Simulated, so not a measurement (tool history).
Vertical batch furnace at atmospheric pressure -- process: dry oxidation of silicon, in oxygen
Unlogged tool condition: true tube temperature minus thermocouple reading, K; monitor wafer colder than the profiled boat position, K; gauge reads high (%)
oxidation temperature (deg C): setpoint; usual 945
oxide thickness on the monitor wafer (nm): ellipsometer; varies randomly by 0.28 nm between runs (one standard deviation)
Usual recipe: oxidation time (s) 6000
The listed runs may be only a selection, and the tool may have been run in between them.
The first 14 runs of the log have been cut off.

| run | day | oxidation temperature (deg C) | oxidation time (s) | wafers since the last listed run | hours since the last temperature calibration | hours since the boat lift was adjusted | hours since the gauge calibration | read-back reference wafer on the same gauge, thickness | oxide thickness on the monitor wafer (nm) |
|---|---|---|---|---|---|---|---|---|---|
| 15 | 47.838 | 945 | 6000 | 512 | 259.0 | 4652.5 | 3290.7 | 99.16 | 85.78 |
| 16 | 51.804 | 945 | 8250 | 1163 | 354.2 | 4747.7 | 3385.9 | 99.22 | 99.37 |
| 17 | 54.700 | 945 | 8250 | 849 | 423.7 | 4817.2 | 3455.4 | 99.19 | 99.32 |
|  | 57.704 | boat lift adjusted |
| 18 | 57.725 | 962 | 6000 | 593 | 496.3 | 0.5 | 3528.0 | 99.23 | 95.64 |
| 19 | 60.167 | 920 | 7770 | 716 | 554.9 | 59.1 | 3586.6 | 99.16 | 85.47 |
|  | 62.854 | gauge calibrated |
| 20 | 63.396 | 945 | 6000 | 947 | 632.4 | 136.6 | 13.0 | 99.21 | 87.23 |
| 21 | 66.725 | 954 | 3330 | 976 | 712.3 | 216.5 | 92.9 | 99.24 | 71.88 |
| 22 | 70.988 | 945 | 6000 | 1250 | 814.6 | 318.8 | 195.2 | 99.19 | 87.06 |
| 23 | 74.979 | 945 | 6000 | 1170 | 910.4 | 414.6 | 291.0 | 99.21 | 86.98 |
| 24 | 78.946 | 962 | 8310 | 1163 | 1005.6 | 509.8 | 386.2 | 99.24 | 111.05 |
| 25 | 80.688 | 968 | 8100 | 510 | 1047.4 | 551.6 | 428.0 | 99.15 | 113.36 |
| 26 | 83.062 | 938 | 4170 | 696 | 1104.4 | 608.6 | 485.0 | 99.22 | 72.72 |
| 27 | 86.271 | 945 | 6000 | 941 | 1181.4 | 685.6 | 562.0 | 99.26 | 86.72 |
| 28 | 88.867 | 945 | 8250 | 761 | 1243.7 | 747.9 | 624.3 | 99.16 | 100.52 |
| 29 | 91.867 | 922 | 8430 | 879 | 1315.7 | 819.9 | 696.3 | 99.18 | 89.28 |
| 30 | 93.729 | 925 | 3900 | 546 | 1360.4 | 864.6 | 741.0 | 99.15 | 67.38 |
| 31 | 98.108 | 945 | 6000 | 1284 | 1465.5 | 969.7 | 846.1 | 99.24 | 86.83 |
| 32 | 102.354 | 945 | 6000 | 1245 | 1567.4 | 1071.6 | 948.0 | 99.16 | 87.13 |
| 33 | 105.429 | 952 | 6000 | 901 | 1641.2 | 1145.4 | 1021.8 | 99.18 | 90.04 |
| 34 | 118.446 | 945 | 6000 | 3818 | 1953.6 | 1457.8 | 1334.2 | 99.16 | 86.41 |
| 35 | 122.604 | 926 | 4020 | 1219 | 2053.4 | 1557.6 | 1434.0 | 99.19 | 67.36 |
| 36 | 124.838 | 938 | 4740 | 655 | 2107.0 | 1611.2 | 1487.6 | 99.19 | 76.11 |
| 37 | 129.075 | 939 | 3120 | 1242 | 2208.7 | 1712.9 | 1589.3 | 99.23 | 65.77 |
| 38 | 131.254 | 954 | 7950 | 639 | 2261.0 | 1765.2 | 1641.6 | 99.21 | 103.28 |

Forecast each of these 5 alternatives for the next run:
| A | 131.450 | 957 | 6000 | 57 | 2265.7 | 1769.9 | 1646.3 | ? | ? |
| B | 131.450 | 954 | 8550 | 57 | 2265.7 | 1769.9 | 1646.3 | ? | ? |
| C | 131.450 | 952 | 8160 | 57 | 2265.7 | 1769.9 | 1646.3 | ? | ? |
| D | 131.450 | 958 | 3240 | 57 | 2265.7 | 1769.9 | 1646.3 | ? | ? |
| E | 131.450 | 928 | 4530 | 57 | 2265.7 | 1769.9 | 1646.3 | ? | ? |

| run | read-back reference wafer on the same gauge, thickness | oxide thickness on the monitor wafer (nm) |
|---|---|---|
| A | 99.15 | 91.76 |
| B | 99.15 | 106.66 |
| C | 99.15 | 103.13 |
| D | 99.15 | 71.70 |
| E | 99.15 | 71.12 |
Without the tool's unlogged condition, the same runs would have read:
| run | oxide thickness on the monitor wafer (nm) |
|---|---|
| A | 93.37 |
| B | 108.68 |
| C | 105.07 |
| D | 72.72 |
| E | 72.26 |
